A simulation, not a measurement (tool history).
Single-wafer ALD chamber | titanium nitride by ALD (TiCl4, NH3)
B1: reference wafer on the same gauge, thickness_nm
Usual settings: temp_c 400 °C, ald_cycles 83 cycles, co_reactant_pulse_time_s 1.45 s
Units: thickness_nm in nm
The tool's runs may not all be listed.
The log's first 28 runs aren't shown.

Run 29, hour 2320.6: usual settings but co_reactant_pulse_time_s 1.85 s; B1 1.54. Result: thickness_nm 1.929 nm.
At hour 2403.3: gauge calibrated.
Run 30, hour 2404.9: usual settings but ald_cycles 72 cycles, co_reactant_pulse_time_s 1.12 s; B1 1.54. Result: thickness_nm 1.652 nm.
Run 31, hour 2496.2: usual settings but temp_c 408 °C, co_reactant_pulse_time_s 1.68 s; B1 1.539. Result: thickness_nm 1.943 nm.
Run 32, hour 2558.3: usual settings but temp_c 412 °C, ald_cycles 96 cycles, co_reactant_pulse_time_s 1.64 s; B1 1.543. Result: thickness_nm 2.211 nm.
Run 33, hour 2755.4: usual settings; B1 1.542. Result: thickness_nm 1.904 nm.
Run 34, hour 2853.1: usual settings but co_reactant_pulse_time_s 1.94 s; B1 1.54. Result: thickness_nm 1.942 nm.
At hour 2871.3: thermocouple changed; heater temperature recalibrated.
Run 35, hour 3005: usual settings but temp_c 390 °C; B1 1.541. Result: thickness_nm 1.872 nm.
Run 36, hour 3043.8: usual settings but temp_c 405 °C, co_reactant_pulse_time_s 1.29 s; B1 1.538. Result: thickness_nm 1.894 nm.
Run 37, hour 3121.2: usual settings but temp_c 387 °C, ald_cycles 97 cycles, co_reactant_pulse_time_s 1.11 s; B1 1.538. Result: thickness_nm 2.172 nm.
Run 38, hour 3184.2: usual settings but temp_c 387 °C, ald_cycles 73 cycles, co_reactant_pulse_time_s 1.8 s; B1 1.538. Result: thickness_nm 1.666 nm.
Run 39, hour 3284.9: usual settings but ald_cycles 92 cycles, co_reactant_pulse_time_s 2.02 s; B1 1.54. Result: thickness_nm 2.142 nm.
Run 40, hour 3324.6: usual settings but co_reactant_pulse_time_s 1.75 s; B1 1.54. Result: thickness_nm 1.918 nm.
Run 41, hour 3429.5: usual settings but temp_c 389 °C, ald_cycles 97 cycles, co_reactant_pulse_time_s 1.97 s; B1 1.541. Result: thickness_nm 2.243 nm.

Forecast each of these 3 alternatives for the next run:
Run A, hour 3430.1: usual settings; B1 ?. Result: thickness_nm ?.
Run B, hour 3430.1: usual settings but temp_c 406 °C, co_reactant_pulse_time_s 1.13 s; B1 ?. Result: thickness_nm ?.
Run C, hour 3430.1: usual settings but temp_c 406 °C, ald_cycles 88 cycles, co_reactant_pulse_time_s 0.92 s; B1 ?. Result: thickness_nm ?.

run     B1  thickness_nm
  A  1.539          1.91
  B  1.539         1.903
  C  1.539         2.006
Without the tool's hidden state the same runs would have given:
run  thickness_nm
  A          1.91
  B         1.903
  C         2.006

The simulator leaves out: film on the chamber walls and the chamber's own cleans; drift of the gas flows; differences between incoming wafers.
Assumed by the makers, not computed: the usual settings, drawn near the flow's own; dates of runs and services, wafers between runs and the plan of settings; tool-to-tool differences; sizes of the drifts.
